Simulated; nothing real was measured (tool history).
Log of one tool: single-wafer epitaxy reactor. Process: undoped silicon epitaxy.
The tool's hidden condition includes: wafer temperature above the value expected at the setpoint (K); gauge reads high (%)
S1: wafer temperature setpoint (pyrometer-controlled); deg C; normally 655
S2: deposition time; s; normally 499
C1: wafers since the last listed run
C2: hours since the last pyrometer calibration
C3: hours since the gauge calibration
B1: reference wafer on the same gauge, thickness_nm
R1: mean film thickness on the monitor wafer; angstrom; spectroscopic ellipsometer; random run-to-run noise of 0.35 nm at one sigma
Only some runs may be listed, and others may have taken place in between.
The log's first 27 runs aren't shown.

run	hour	S1	S2	C1	C2	C3	B1	R1
28	779.4	663	457	41	55.3	817.6	106.113	986.40
# hour 789.3: gauge calibrated
29	792.0	655	499	42	67.9	2.7	106.181	927.94
30	821.4	655	539	99	97.3	32.1	106.148	997.20
31	841.4	651	407	67	117.3	52.1	106.155	700.57
32	867.2	660	457	87	143.1	77.9	105.994	930.13
33	885.5	663	457	61	161.4	96.2	106.093	988.89
34	899.0	655	590	45	174.9	109.7	106.076	1093.49
35	923.7	655	499	83	199.6	134.4	106.157	927.65
36	948.1	655	499	82	224.0	158.8	105.937	927.58
37	964.3	642	499	54	240.2	175.0	106.084	720.38
38	1060.8	655	499	326	336.7	271.5	106.124	925.63
39	1089.6	655	405	97	365.5	300.3	106.102	747.47
40	1123.3	655	499	113	399.2	334.0	106.199	917.50
41	1141.0	655	459	59	416.9	351.7	106.121	853.53
42	1160.8	660	457	66	436.7	371.5	105.968	933.69
43	1188.9	651	550	95	464.8	399.6	106.157	946.07

Each row is a separate what-if for the run after 43, all from the same tool condition, not one after another. Results?
A	1189.4	655	499	1	465.3	400.1	?	?
B	1189.4	669	584	1	465.3	400.1	?	?
C	1189.4	662	451	1	465.3	400.1	?	?
D	1189.4	660	423	1	465.3	400.1	?	?
E	1189.4	647	570	1	465.3	400.1	?	?

run	B1	R1
A	106.213	920.28
B	106.213	1399.88
C	106.213	949.07
D	106.213	857.37
E	106.213	902.12
Without the tool's hidden state the same runs would have given:
run	R1
A	923.96
B	1405.33
C	952.82
D	860.77
E	905.78
